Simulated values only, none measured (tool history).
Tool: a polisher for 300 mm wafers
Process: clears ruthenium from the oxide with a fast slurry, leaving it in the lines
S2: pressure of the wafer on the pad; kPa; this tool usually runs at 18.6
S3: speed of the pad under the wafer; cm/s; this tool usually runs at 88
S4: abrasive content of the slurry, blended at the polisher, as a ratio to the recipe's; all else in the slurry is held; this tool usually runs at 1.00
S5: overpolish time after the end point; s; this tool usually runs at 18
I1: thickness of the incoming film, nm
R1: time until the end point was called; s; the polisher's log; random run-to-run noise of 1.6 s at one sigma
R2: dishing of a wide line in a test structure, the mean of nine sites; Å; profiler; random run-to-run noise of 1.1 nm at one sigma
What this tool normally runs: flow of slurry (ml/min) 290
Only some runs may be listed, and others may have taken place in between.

run 1 hour=0.0 | flow_of_slurry_(ml/min)=290 S2=18.6 S3=88 S4=1.00 S5=18 | I1=296.2 | R1=83.8 R2=529
-- hour=41.9 slurry nozzle cleaned
run 2 hour=198.3 | flow_of_slurry_(ml/min)=290 S2=18.6 S3=88 S4=1.00 S5=18 | I1=301.7 | R1=80.2 R2=563
-- hour=243.5 worn pad replaced by a new one
-- hour=276.9 slurry blender recalibrated
run 3 hour=322.6 | flow_of_slurry_(ml/min)=265 S2=18.6 S3=88 S4=1.00 S5=24 | I1=299.9 | R1=77.7 R2=702
-- hour=356.8 head pressure recalibrated
run 4 hour=359.1 | flow_of_slurry_(ml/min)=290 S2=18.6 S3=88 S4=1.00 S5=18 | I1=293.4 | R1=86.7 R2=505
run 5 hour=420.9 | flow_of_slurry_(ml/min)=290 S2=18.6 S3=88 S4=1.00 S5=18 | I1=302.1 | R1=88.3 R2=526
run 6 hour=463.7 | flow_of_slurry_(ml/min)=290 S2=18.6 S3=88 S4=1.00 S5=18 | I1=299.7 | R1=87.2 R2=511
-- hour=473.8 slurry nozzle cleaned
run 7 hour=506.9 | flow_of_slurry_(ml/min)=290 S2=18.6 S3=88 S4=1.00 S5=18 | I1=301.5 | R1=79.6 R2=542
run 8 hour=557.2 | flow_of_slurry_(ml/min)=290 S2=15.2 S3=88 S4=1.00 S5=12 | I1=300.6 | R1=99.0 R2=322
run 9 hour=581.3 | flow_of_slurry_(ml/min)=290 S2=15.2 S3=88 S4=1.00 S5=12 | I1=301.3 | R1=97.8 R2=321
run 10 hour=651.3 | flow_of_slurry_(ml/min)=195 S2=16.5 S3=88 S4=0.90 S5=18 | I1=300.0 | R1=99.9 R2=452
-- hour=656.1 slurry blender recalibrated
run 11 hour=696.7 | flow_of_slurry_(ml/min)=290 S2=18.6 S3=116 S4=1.00 S5=18 | I1=294.1 | R1=59.1 R2=693
-- hour=746.8 worn pad replaced by a new one
run 12 hour=764.4 | flow_of_slurry_(ml/min)=290 S2=24.8 S3=88 S4=0.90 S5=18 | I1=298.7 | R1=63.3 R2=692
-- hour=792.3 head pressure recalibrated
run 13 hour=792.8 | flow_of_slurry_(ml/min)=290 S2=20.7 S3=100 S4=1.00 S5=18 | I1=296.3 | R1=70.9 R2=630
run 14 hour=826.6 | flow_of_slurry_(ml/min)=290 S2=20.7 S3=98 S4=1.00 S5=18 | I1=296.9 | R1=71.5 R2=611
-- hour=875.2 slurry nozzle cleaned
run 15 hour=878.5 | flow_of_slurry_(ml/min)=290 S2=18.6 S3=88 S4=1.00 S5=18 | I1=299.0 | R1=81.8 R2=545
run 16 hour=929.9 | flow_of_slurry_(ml/min)=315 S2=18.6 S3=88 S4=1.00 S5=18 | I1=299.2 | R1=82.3 R2=555
run 17 hour=989.3 | flow_of_slurry_(ml/min)=370 S2=18.6 S3=88 S4=0.75 S5=13 | I1=297.9 | R1=92.8 R2=371
-- hour=1043.0 slurry blender recalibrated
run 18 hour=1044.1 | flow_of_slurry_(ml/min)=290 S2=18.6 S3=88 S4=1.00 S5=18 | I1=294.3 | R1=79.1 R2=557
run 19 hour=1078.8 | flow_of_slurry_(ml/min)=290 S2=18.6 S3=64 S4=1.00 S5=18 | I1=296.9 | R1=105.9 R2=408
run 20 hour=1142.0 | flow_of_slurry_(ml/min)=340 S2=18.6 S3=88 S4=1.00 S5=18 | I1=296.1 | R1=73.8 R2=552
run 21 hour=1178.0 | flow_of_slurry_(ml/min)=290 S2=18.6 S3=88 S4=1.00 S5=18 | I1=298.7 | R1=82.8 R2=528
-- hour=1184.6 worn pad replaced by a new one
run 22 hour=1231.8 | flow_of_slurry_(ml/min)=290 S2=18.6 S3=88 S4=1.00 S5=18 | I1=304.7 | R1=80.1 R2=567
run 23 hour=1273.1 | flow_of_slurry_(ml/min)=330 S2=18.6 S3=88 S4=1.00 S5=18 | I1=301.5 | R1=79.8 R2=550
-- hour=1283.6 head pressure recalibrated
run 24 hour=1328.9 | flow_of_slurry_(ml/min)=290 S2=18.6 S3=88 S4=1.00 S5=18 | I1=306.3 | R1=89.4 R2=515
-- hour=1340.3 slurry nozzle cleaned
run 25 hour=1373.9 | flow_of_slurry_(ml/min)=380 S2=18.6 S3=88 S4=1.00 S5=8 | I1=295.6 | R1=76.4 R2=278
run 26 hour=1412.7 | flow_of_slurry_(ml/min)=290 S2=24.1 S3=88 S4=0.90 S5=18 | I1=296.4 | R1=64.0 R2=665
-- hour=1462.5 slurry blender recalibrated
run 27 hour=1469.2 | flow_of_slurry_(ml/min)=290 S2=12.4 S3=88 S4=1.00 S5=18 | I1=297.9 | R1=120.9 R2=395
run 28 hour=1522.6 | flow_of_slurry_(ml/min)=360 S2=22.1 S3=88 S4=1.00 S5=8 | I1=295.9 | R1=65.8 R2=326
run 29 hour=1554.5 | flow_of_slurry_(ml/min)=290 S2=15.2 S3=88 S4=1.00 S5=12 | I1=304.7 | R1=101.7 R2=336

Forecast each of these 3 alternatives for the next run:
run A hour=1554.9 | flow_of_slurry_(ml/min)=350 S2=18.6 S3=88 S4=1.00 S5=18 | I1=305.6 | R1=? R2=?
run B hour=1554.9 | flow_of_slurry_(ml/min)=345 S2=18.6 S3=104 S4=0.85 S5=18 | I1=305.6 | R1=? R2=?
run C hour=1554.9 | flow_of_slurry_(ml/min)=290 S2=22.8 S3=88 S4=1.00 S5=18 | I1=305.6 | R1=? R2=?

run=A R1=77.2 R2=581
run=B R1=71.5 R2=618
run=C R1=64.7 R2=670
Without the tool's unlogged condition, the same runs would have read:
run=A R1=80.6 R2=560
run=B R1=74.6 R2=597
run=C R1=67.1 R2=651
